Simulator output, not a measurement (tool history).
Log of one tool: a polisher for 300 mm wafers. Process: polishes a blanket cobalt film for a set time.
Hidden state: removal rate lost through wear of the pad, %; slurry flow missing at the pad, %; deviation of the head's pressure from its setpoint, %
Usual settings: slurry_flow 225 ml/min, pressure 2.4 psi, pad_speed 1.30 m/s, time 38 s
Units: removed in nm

run,hour,slurry_flow,pressure,pad_speed,time,wafers since the last listed run,wafers polished on this pad,hours since the slurry nozzle was cleaned,hours since the head pressure was calibrated,"incoming thickness of the incoming film, nm",removed
1,0.0,225,2.8,1.30,31,0,4923,487.9,712.3,1107.5,218.0
# hour 15.2: head pressure recalibrated
2,99.2,225,2.8,1.30,31,1669,6592,587.1,84.0,1106.7,215.5
3,154.3,225,2.8,1.30,31,946,7539,642.2,139.1,1116.3,214.8
# hour 197.7: slurry nozzle cleaned
4,233.4,225,2.2,1.16,38,1341,8880,35.7,218.2,1140.3,200.3
5,301.8,225,2.2,1.16,38,1174,10054,104.1,286.6,1110.5,199.7
# hour 317.3: worn pad replaced by a new one
6,353.4,225,2.4,1.30,32,817,620,155.7,338.2,1111.1,200.2
7,588.3,225,2.4,1.30,32,4033,4654,390.6,573.1,1123.9,194.6
8,643.0,225,2.4,1.30,38,939,5593,445.3,627.8,1126.3,229.8
9,688.3,225,2.4,1.30,38,777,6371,490.6,673.1,1132.1,232.6
10,732.5,225,2.4,1.30,38,759,7130,534.8,717.3,1109.4,230.0
# hour 775.6: head pressure recalibrated
11,815.7,260,2.4,1.30,38,1394,8524,618.0,40.1,1118.2,231.6
# hour 830.2: slurry nozzle cleaned
12,891.1,260,2.4,1.30,38,1277,9802,60.9,115.5,1105.9,244.3
13,951.8,260,2.4,1.30,38,1042,10844,121.6,176.2,1119.2,244.3
# hour 996.4: worn pad replaced by a new one
14,1016.2,225,2.4,1.06,38,1037,340,186.0,240.6,1127.8,197.4
15,1112.3,225,2.4,1.06,38,1650,1990,282.1,336.7,1142.4,193.2
16,1148.3,225,2.7,1.44,38,618,2608,318.1,372.7,1121.4,285.9
17,1200.3,225,2.7,1.44,38,892,3501,370.1,424.7,1125.9,286.0
18,1267.4,225,1.9,1.30,38,1152,4653,437.2,491.8,1119.8,196.5
19,1336.5,225,2.4,1.30,38,1186,5840,506.3,560.9,1123.6,230.4
20,1379.5,225,2.4,1.30,29,738,6578,549.3,603.9,1115.5,177.9
# hour 1412.9: slurry nozzle cleaned
21,1436.5,260,3.1,1.12,38,961,7540,23.6,660.9,1111.0,252.9
22,1499.9,225,2.4,1.30,38,1088,8629,87.0,724.3,1119.8,236.5
# hour 1523.3: head pressure recalibrated
23,1580.3,225,2.4,1.70,46,1346,9975,167.4,57.0,1114.9,376.2
24,1644.6,225,2.4,1.30,38,1104,11079,231.7,121.3,1133.6,235.2
# hour 1656.6: worn pad replaced by a new one
25,1748.6,175,2.4,0.92,38,1717,1579,335.7,225.3,1113.4,161.3
26,1849.3,225,2.0,1.30,34,1729,3308,436.4,326.0,1103.8,181.2
27,1906.5,225,2.4,1.30,38,982,4291,493.6,383.2,1105.7,232.8
28,1959.5,250,3.2,1.30,33,910,5201,546.6,436.2,1122.9,252.7
29,2020.4,225,2.4,1.56,49,1045,6247,607.5,497.1,1132.0,354.6
30,2056.8,260,2.4,0.98,51,625,6872,643.9,533.5,1123.9,232.8
31,2099.0,225,2.4,1.00,38,724,7596,686.1,575.7,1110.5,176.2
# hour 2104.9: slurry nozzle cleaned
32,2161.5,225,2.8,1.30,31,1056,8652,56.6,638.2,1133.9,222.4
# hour 2202.3: worn pad replaced by a new one
33,2228.6,260,2.4,1.30,38,1083,451,123.7,705.3,1121.8,244.8
# hour 2265.3: head pressure recalibrated
34,2300.8,150,2.8,1.48,38,1205,1657,195.9,35.5,1137.6,293.9
35,2399.2,225,2.0,1.30,38,1689,3347,294.3,133.9,1121.9,207.6
36,2460.4,225,2.6,1.30,38,1050,4397,355.5,195.1,1136.3,251.1
# hour 2638.4: slurry nozzle cleaned
37,2777.7,260,2.4,1.30,38,5431,9829,139.3,512.4,1101.9,244.5

What the log doesn't show, run by run:
removal rate lost through wear of the pad, %: 0 in every run
deviation of the head's pressure from its setpoint, %: 0 in every run
H1: slurry flow missing at the pad, %
run,H1
1,31.6
2,38
3,41.6
4,7.68
5,12.1
6,15.4
7,30.6
8,34.1
9,37
10,39.9
11,45.2
12,4.37
13,8.29
14,12.4
15,18.6
16,21
17,24.3
18,28.6
19,33.1
20,35.9
21,7.79
22,11.9
23,17.1
24,21.2
25,27.9
26,34.4
27,38.1
28,41.5
29,45.4
30,47.8
31,50.5
32,5
33,9.32
34,14
35,20.3
36,24.3
37,10.6

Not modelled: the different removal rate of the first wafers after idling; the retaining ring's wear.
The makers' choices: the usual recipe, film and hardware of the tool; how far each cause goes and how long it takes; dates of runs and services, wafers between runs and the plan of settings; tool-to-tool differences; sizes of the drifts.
